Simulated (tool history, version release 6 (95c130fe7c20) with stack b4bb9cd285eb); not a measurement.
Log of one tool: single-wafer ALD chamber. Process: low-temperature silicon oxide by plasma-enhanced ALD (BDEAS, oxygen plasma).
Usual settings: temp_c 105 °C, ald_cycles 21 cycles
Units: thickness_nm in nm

run	hour	temp_c	ald_cycles	wafers since the last listed run	hours since the last thermocouple change	hours since the gauge calibration	read-back reference wafer on the same gauge, thickness_nm	thickness_nm
1	0	101	21	0	1288	134.7	3.079	3.05
2	34.3	101	21	482	1322.3	169	3.079	3.041
3	62.9	101	21	402	1350.9	197.6	3.08	3.046
4	94.3	105	21	441	1382.3	229	3.083	2.992
5	124.3	105	21	421	1412.3	259	3.077	3.002
6	141.6	115	19	243	1429.6	276.3	3.079	2.665
7	177.1	115	19	499	1465.1	311.8	3.08	2.656
8	190.7	114	20	191	1478.7	325.4	3.08	2.817
9	211.7	100	21	295	1499.7	346.4	3.081	3.075
10	232	105	23	285	1520	366.7	3.083	3.297
11	249.3	105	23	243	1537.3	384	3.082	3.293
12	267.4	105	23	254	1555.4	402.1	3.082	3.296
13	287.2	105	21	278	1575.2	421.9	3.079	3.001
14	342.8	105	21	781	1630.8	477.5	3.079	3.004
15	373.5	105	21	431	1661.5	508.2	3.078	3.015
16	435.3	98	21	869	1723.3	570	3.08	3.092
# hour 452: thermocouple changed; heater temperature recalibrated
17	452.5	105	18	129	0.5	587.2	3.082	2.609
18	462.4	105	21	139	10.4	597.1	3.079	3.053
19	486.4	105	21	337	34.4	621.1	3.077	3.043
20	518.4	105	21	450	66.4	653.1	3.079	3.047
21	552.8	105	21	483	100.8	687.5	3.08	3.04
22	580.9	116	19	395	128.9	715.6	3.082	2.67
23	596.9	105	21	225	144.9	731.6	3.079	3.053
24	620.4	109	20	330	168.4	755.1	3.082	2.868
# hour 631.5: thermocouple changed; heater temperature recalibrated, repeated, since the last time left the tool worse
25	636.7	100	22	116	5.2	771.4	3.077	3.173
26	662.4	110	20	361	30.9	797.1	3.076	2.826
27	697.8	93	25	497	66.3	832.5	3.081	3.708
28	714.3	105	21	232	82.8	849	3.078	2.997
29	750.3	119	25	506	118.8	885	3.081	3.464
# hour 771.3: gauge calibrated
30	779.9	105	21	416	148.4	8.6	3.08	2.999
31	805.3	111	19	357	173.8	34	3.079	2.676
32	883.9	110	23	1105	252.4	112.6	3.079	3.245
33	915	105	18	437	283.5	143.7	3.079	2.564
34	929.5	111	20	203	298	158.2	3.084	2.819
35	945.8	105	19	229	314.3	174.5	3.079	2.715
36	980.4	105	21	486	348.9	209.1	3.076	3.004
37	1002.2	105	21	306	370.7	230.9	3.078	2.998
38	1024.6	117	19	315	393.1	253.3	3.081	2.633
39	1045.4	105	24	292	413.9	274.1	3.079	3.417
40	1069.9	100	20	344	438.4	298.6	3.082	2.913

How the hidden state differs across the entries between the runs, from the last listed run before each to the first after it:
Between runs 16 and 17: thermocouple changed; heater temperature recalibrated (hour 452)
  wafer temperature above the value expected at the setpoint (K): -3.81 -> -6.82
  measured less the result without the state, thickness_nm: +0.047 -> +0.047 nm
Between runs 24 and 25: thermocouple changed; heater temperature recalibrated, repeated, since the last time left the tool worse (hour 631.5)
  wafer temperature above the value expected at the setpoint (K): -7.77 -> -0.602
  measured less the result without the state, thickness_nm: +0.045 -> +0.008 nm
Between runs 29 and 30: gauge calibrated (hour 771.3)
  wafer temperature above the value expected at the setpoint (K): -1.27 -> -1.42
  measured less the result without the state, thickness_nm: +0.009 -> +0.009 nm
